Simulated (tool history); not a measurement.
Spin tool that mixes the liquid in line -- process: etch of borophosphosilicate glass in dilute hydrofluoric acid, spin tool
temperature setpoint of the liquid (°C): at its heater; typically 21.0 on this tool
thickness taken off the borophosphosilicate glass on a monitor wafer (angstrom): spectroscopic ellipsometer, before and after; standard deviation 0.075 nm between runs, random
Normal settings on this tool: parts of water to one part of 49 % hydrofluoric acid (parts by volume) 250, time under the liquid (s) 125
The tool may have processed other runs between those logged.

run	hour	temperature setpoint of the liquid (°C)	parts of water to one part of 49 % hydrofluoric acid (parts by volume)	time under the liquid (s)	read-back film thickness of the borophosphosilicate glass reference wafer, read on the same gauge (nm)	thickness taken off the borophosphosilicate glass on a monitor wafer (angstrom)
1	0.0	21.0	250	125	117.97	187.0
2	27.7	21.0	250	125	117.82	185.6
3	46.6	19.0	250	125	117.74	172.5
4	64.6	21.0	250	125	117.67	185.2
5	94.3	21.0	250	125	117.51	183.8
6	117.8	21.0	250	125	117.40	183.3
7	135.4	21.0	250	175	117.31	258.9
8	156.0	21.0	250	175	117.22	258.9
9	200.9	21.0	250	175	116.99	256.5
10	213.0	21.0	370	125	116.95	112.0
# hour 235.8: thermometer replaced
11	247.5	17.5	340	60	116.76	52.7
12	296.9	18.0	250	145	116.53	189.8
# hour 309.8: hydrofluoric acid flow meter replaced
13	368.5	17.5	250	80	116.18	102.4
14	397.1	21.0	155	50	116.05	129.6
# hour 410.0: gauge calibrated
15	413.9	22.5	250	125	119.29	197.4
16	435.2	21.0	250	125	119.19	188.5
17	451.7	21.0	250	125	119.13	187.7
18	475.7	21.0	180	85	119.02	189.7
19	489.4	19.0	250	195	118.92	270.5
20	511.8	23.0	250	85	118.84	136.5
21	527.6	17.5	250	60	118.76	79.0
22	548.7	21.0	200	155	118.65	303.9
23	584.1	21.0	140	70	118.50	208.6
24	601.7	21.0	250	125	118.41	186.4
25	623.6	22.5	305	125	118.31	152.2
26	653.1	17.5	340	60	118.14	53.4
27	685.3	21.0	350	125	118.00	121.5
28	700.2	18.0	310	190	117.92	192.3
29	720.7	24.0	300	195	117.81	256.7
30	802.1	21.0	250	125	117.47	184.0
31	825.8	23.5	340	65	117.32	71.3
32	854.3	18.5	200	150	117.20	264.5
# hour 857.3: thermometer replaced
33	867.9	21.0	215	125	117.15	223.8

The logged runs with the hidden state left out (each run's random variation unchanged):
Hidden state at play: liquid colder than its thermometer reads (K); hydrofluoric acid flow below the setpoint (%); gauge reads high (%).
run	thickness taken off the borophosphosilicate glass on a monitor wafer (angstrom)
1	190.2
2	189.1
3	175.8
4	188.9
5	187.7
6	187.4
7	264.8
8	265.1
9	263.1
10	115.0
11	54.2
12	195.5
13	105.8
14	134.0
15	198.6
16	189.8
17	189.1
18	191.3
19	272.9
20	137.8
21	79.8
22	307.4
23	211.3
24	188.9
25	154.3
26	54.3
27	123.6
28	195.7
29	261.4
30	188.1
31	72.9
32	270.8
33	229.3
